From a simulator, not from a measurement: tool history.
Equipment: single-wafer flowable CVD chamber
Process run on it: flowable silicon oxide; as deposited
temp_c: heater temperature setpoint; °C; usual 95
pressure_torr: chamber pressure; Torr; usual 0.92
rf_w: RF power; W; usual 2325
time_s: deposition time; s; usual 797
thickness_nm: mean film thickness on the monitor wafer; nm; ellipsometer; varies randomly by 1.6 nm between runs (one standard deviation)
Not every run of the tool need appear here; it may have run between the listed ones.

| run | hour | temp_c | pressure_torr | rf_w | time_s | wafers since the last listed run | hours since the last thermocouple change | hours since the last RF generator calibration | hours since the last manometer calibration | hours since the showerhead was replaced | hours since the gauge calibration | read-back reference wafer on the same gauge, thickness_nm | thickness_nm |
|---|---|---|---|---|---|---|---|---|---|---|---|---|---|
| 1 | 0 | 95 | 0.92 | 2325 | 894 | 0 | 1473.2 | 1653.6 | 1914.8 | 4674.7 | 82.6 | 718.96 | 936.015 |
| 2 | 6.3 | 95 | 0.92 | 2325 | 894 | 13 | 1479.5 | 1659.9 | 1921.1 | 4681 | 88.9 | 719.925 | 936.932 |
| 3 | 20.5 | 95 | 0.92 | 2325 | 797 | 29 | 1493.7 | 1674.1 | 1935.3 | 4695.2 | 103.1 | 719.353 | 840.446 |
|  | 26.7 | gauge calibrated |
| 4 | 26.7 | 95 | 0.92 | 2325 | 797 | 12 | 1499.9 | 1680.3 | 1941.5 | 4701.4 | 0 | 718.467 | 841.948 |
| 5 | 41.2 | 95 | 0.92 | 2545 | 702 | 30 | 1514.4 | 1694.8 | 1956 | 4715.9 | 14.5 | 718.699 | 754.137 |
| 6 | 55 | 95 | 0.92 | 2545 | 702 | 28 | 1528.2 | 1708.6 | 1969.8 | 4729.7 | 28.3 | 719.318 | 754.877 |
| 7 | 70.4 | 95 | 0.92 | 2545 | 702 | 31 | 1543.6 | 1724 | 1985.2 | 4745.1 | 43.7 | 718.411 | 758.421 |
| 8 | 81.2 | 95 | 0.92 | 2325 | 676 | 22 | 1554.4 | 1734.8 | 1996 | 4755.9 | 54.5 | 719.915 | 723.214 |
| 9 | 92 | 99 | 1.145 | 2725 | 665 | 22 | 1565.2 | 1745.6 | 2006.8 | 4766.7 | 65.3 | 719.627 | 786.998 |
| 10 | 101.3 | 95 | 0.92 | 2325 | 797 | 19 | 1574.5 | 1754.9 | 2016.1 | 4776 | 74.6 | 719.415 | 851.629 |
|  | 116.3 | thermocouple changed; heater temperature recalibrated |
|  | 120 | RF generator calibrated |
|  | 127.2 | gauge calibrated |
|  | 131.3 | showerhead replaced |
|  | 145.8 | capacitance manometer re-zeroed and calibrated |
| 11 | 146.3 | 87 | 1.101 | 1935 | 906 | 35 | 30 | 26.3 | 0.5 | 15 | 19.1 | 719.373 | 1197.413 |
| 12 | 158.1 | 82 | 1.002 | 2740 | 797 | 24 | 41.8 | 38.1 | 12.3 | 26.8 | 30.9 | 718.649 | 1195.414 |
| 13 | 168.5 | 108 | 0.813 | 2325 | 697 | 21 | 52.2 | 48.5 | 22.7 | 37.2 | 41.3 | 719.296 | 361.922 |
| 14 | 182.9 | 95 | 0.92 | 2560 | 797 | 29 | 66.6 | 62.9 | 37.1 | 51.6 | 55.7 | 718.794 | 729.586 |
| 15 | 190.3 | 95 | 0.92 | 1990 | 882 | 15 | 74 | 70.3 | 44.5 | 59 | 63.1 | 718.771 | 769.174 |
| 16 | 204.6 | 95 | 0.92 | 2325 | 797 | 29 | 88.3 | 84.6 | 58.8 | 73.3 | 77.4 | 718.88 | 720.935 |
| 17 | 218.9 | 95 | 0.781 | 2325 | 797 | 29 | 102.6 | 98.9 | 73.1 | 87.6 | 91.7 | 719.015 | 611.286 |

Had the tool no unlogged condition, and each run kept its random variation, what would the results have been?
What the log doesn't record here: wafer temperature above the value expected at the setpoint (K); delivered RF power above the setpoint (%); true pressure above the setpoint (%); gauge reads high (%).
| run | thickness_nm |
|---|---|
| 1 | 781.349 |
| 2 | 780.994 |
| 3 | 698.29 |
| 4 | 698.537 |
| 5 | 623.577 |
| 6 | 622.168 |
| 7 | 622.809 |
| 8 | 592.363 |
| 9 | 642.072 |
| 10 | 694.159 |
| 11 | 1163.683 |
| 12 | 1160.717 |
| 13 | 350.59 |
| 14 | 706.386 |
| 15 | 744.646 |
| 16 | 697.802 |
| 17 | 591.529 |

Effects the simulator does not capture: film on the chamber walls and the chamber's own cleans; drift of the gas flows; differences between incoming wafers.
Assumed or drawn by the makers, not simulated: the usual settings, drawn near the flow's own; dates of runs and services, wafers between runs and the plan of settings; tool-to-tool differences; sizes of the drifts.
